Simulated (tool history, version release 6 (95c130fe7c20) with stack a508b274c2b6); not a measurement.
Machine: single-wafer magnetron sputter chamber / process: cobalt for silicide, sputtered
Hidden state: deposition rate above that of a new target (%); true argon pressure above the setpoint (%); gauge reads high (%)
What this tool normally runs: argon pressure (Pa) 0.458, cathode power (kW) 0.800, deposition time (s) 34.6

| run | hour | argon pressure (Pa) | cathode power (kW) | deposition time (s) | wafers since the last listed run | wafers on the sputter target | hours since the last manometer calibration | hours since the magnet pack was replaced | hours since the gauge calibration | read-back reference wafer on the same gauge, thickness_nm | mean film thickness on the monitor wafer (angstrom) |
|---|---|---|---|---|---|---|---|---|---|---|---|
| 1 | 0.0 | 0.458 | 0.800 | 34.6 | 0 | 7719 | 1016.2 | 11205.3 | 148.3 | 11.200 | 126.97 |
| 2 | 6.7 | 0.411 | 0.800 | 34.6 | 161 | 7880 | 1022.9 | 11212.0 | 155.0 | 11.191 | 128.75 |
| 3 | 16.3 | 0.411 | 0.800 | 34.6 | 230 | 8111 | 1032.5 | 11221.6 | 164.6 | 11.207 | 127.34 |
| 4 | 23.9 | 0.458 | 0.800 | 34.6 | 182 | 8294 | 1040.1 | 11229.2 | 172.2 | 11.208 | 125.17 |
| 5 | 34.9 | 0.458 | 0.800 | 34.6 | 264 | 8559 | 1051.1 | 11240.2 | 183.2 | 11.194 | 125.45 |
|  | 52.9 | sputter target and shields replaced |
| 6 | 53.4 | 0.458 | 0.800 | 34.6 | 252 | 11 | 1069.6 | 11258.7 | 201.7 | 11.187 | 133.56 |
| 7 | 58.6 | 0.375 | 0.800 | 34.6 | 125 | 136 | 1074.8 | 11263.9 | 206.9 | 11.196 | 138.29 |
|  | 78.9 | magnet pack replaced |
| 8 | 79.4 | 0.458 | 0.800 | 34.6 | 307 | 444 | 1095.6 | 0.5 | 227.7 | 11.199 | 133.56 |
| 9 | 80.8 | 0.458 | 0.800 | 34.6 | 33 | 478 | 1097.0 | 1.9 | 229.1 | 11.194 | 133.95 |
| 10 | 88.6 | 0.458 | 0.800 | 34.6 | 187 | 665 | 1104.8 | 9.7 | 236.9 | 11.208 | 134.14 |
| 11 | 102.2 | 0.458 | 0.800 | 34.6 | 327 | 993 | 1118.4 | 23.3 | 250.5 | 11.196 | 131.96 |
| 12 | 110.5 | 0.458 | 0.800 | 34.6 | 199 | 1192 | 1126.7 | 31.6 | 258.8 | 11.194 | 132.02 |
| 13 | 126.8 | 0.284 | 0.800 | 34.6 | 392 | 1585 | 1143.0 | 47.9 | 275.1 | 11.205 | 140.46 |
| 14 | 138.2 | 0.458 | 0.800 | 34.6 | 274 | 1859 | 1154.4 | 59.3 | 286.5 | 11.198 | 132.19 |
|  | 156.1 | capacitance manometer re-zeroed and calibrated |
| 15 | 156.6 | 0.458 | 0.700 | 34.6 | 250 | 2109 | 0.5 | 77.7 | 304.9 | 11.198 | 119.06 |
| 16 | 167.5 | 0.458 | 0.800 | 37.5 | 262 | 2371 | 11.4 | 88.6 | 315.8 | 11.199 | 142.24 |
| 17 | 174.1 | 0.319 | 0.950 | 30.0 | 158 | 2530 | 18.0 | 95.2 | 322.4 | 11.193 | 136.10 |
| 18 | 189.6 | 0.553 | 0.950 | 29.8 | 372 | 2903 | 33.5 | 110.7 | 337.9 | 11.191 | 123.10 |
| 19 | 202.2 | 0.382 | 0.800 | 34.6 | 303 | 3206 | 46.1 | 123.3 | 350.5 | 11.188 | 135.68 |
| 20 | 218.6 | 0.458 | 0.900 | 34.6 | 394 | 3601 | 62.5 | 139.7 | 366.9 | 11.203 | 141.77 |
| 21 | 231.3 | 0.458 | 0.800 | 34.6 | 305 | 3907 | 75.2 | 152.4 | 379.6 | 11.196 | 128.23 |
| 22 | 245.8 | 0.574 | 0.600 | 38.6 | 348 | 4255 | 89.7 | 166.9 | 394.1 | 11.191 | 112.24 |
| 23 | 254.9 | 0.393 | 1.000 | 31.0 | 218 | 4474 | 98.8 | 176.0 | 403.2 | 11.200 | 141.17 |
| 24 | 263.3 | 0.580 | 0.800 | 34.6 | 202 | 4677 | 107.2 | 184.4 | 411.6 | 11.203 | 122.82 |
| 25 | 281.3 | 0.458 | 0.800 | 31.2 | 433 | 5110 | 125.2 | 202.4 | 429.6 | 11.192 | 117.29 |
|  | 285.2 | gauge calibrated |
| 26 | 290.7 | 0.387 | 0.800 | 34.6 | 226 | 5336 | 134.6 | 211.8 | 5.5 | 11.192 | 131.79 |
| 27 | 297.9 | 0.511 | 0.800 | 34.6 | 173 | 5509 | 141.8 | 219.0 | 12.7 | 11.196 | 124.69 |
| 28 | 313.0 | 0.291 | 0.600 | 29.2 | 363 | 5872 | 156.9 | 234.1 | 27.8 | 11.196 | 93.97 |
| 29 | 329.1 | 0.555 | 0.950 | 34.6 | 387 | 6260 | 173.0 | 250.2 | 43.9 | 11.194 | 139.01 |
| 30 | 341.7 | 0.541 | 0.750 | 34.6 | 303 | 6563 | 185.6 | 262.8 | 56.5 | 11.218 | 117.69 |
| 31 | 350.0 | 0.284 | 0.800 | 34.6 | 199 | 6763 | 193.9 | 271.1 | 64.8 | 11.202 | 136.95 |
| 32 | 391.6 | 0.458 | 0.800 | 34.6 | 1000 | 7764 | 235.5 | 312.7 | 106.4 | 11.190 | 125.26 |
| 33 | 404.3 | 0.458 | 0.900 | 40.8 | 305 | 8069 | 248.2 | 325.4 | 119.1 | 11.206 | 161.60 |
| 34 | 415.7 | 0.382 | 0.750 | 27.8 | 274 | 8344 | 259.6 | 336.8 | 130.5 | 11.201 | 98.80 |
|  | 429.4 | sputter target and shields replaced |
| 35 | 432.7 | 0.458 | 0.800 | 34.6 | 216 | 80 | 276.6 | 353.8 | 147.5 | 11.212 | 134.69 |

Entry by entry between the runs, the difference in hidden state between the last listed run before and the first listed run after:
From run 5 to run 6: sputter target and shields replaced (hour 52.9)
  deposition rate above that of a new target (%): -6.63 -> -0.213
  measured minus no-state result, mean film thickness on the monitor wafer (angstrom): -8.91 -> -0.29
From run 7 to run 8: magnet pack replaced (hour 78.9)
  deposition rate above that of a new target (%): -0.299 -> -0.645
  measured minus no-state result, mean film thickness on the monitor wafer (angstrom): -0.41 -> -0.87
From run 14 to run 15: capacitance manometer re-zeroed and calibrated (hour 156.1)
  deposition rate above that of a new target (%): -1.62 -> -1.93
  measured minus no-state result, mean film thickness on the monitor wafer (angstrom): -2.18 -> -2.33
From run 25 to run 26: gauge calibrated (hour 285.2)
  deposition rate above that of a new target (%): -3.99 -> -4.15
  measured minus no-state result, mean film thickness on the monitor wafer (angstrom): -4.88 -> -5.71
From run 34 to run 35: sputter target and shields replaced (hour 429.4)
  deposition rate above that of a new target (%): -6.22 -> -0.982
  measured minus no-state result, mean film thickness on the monitor wafer (angstrom): -6.56 -> -1.34

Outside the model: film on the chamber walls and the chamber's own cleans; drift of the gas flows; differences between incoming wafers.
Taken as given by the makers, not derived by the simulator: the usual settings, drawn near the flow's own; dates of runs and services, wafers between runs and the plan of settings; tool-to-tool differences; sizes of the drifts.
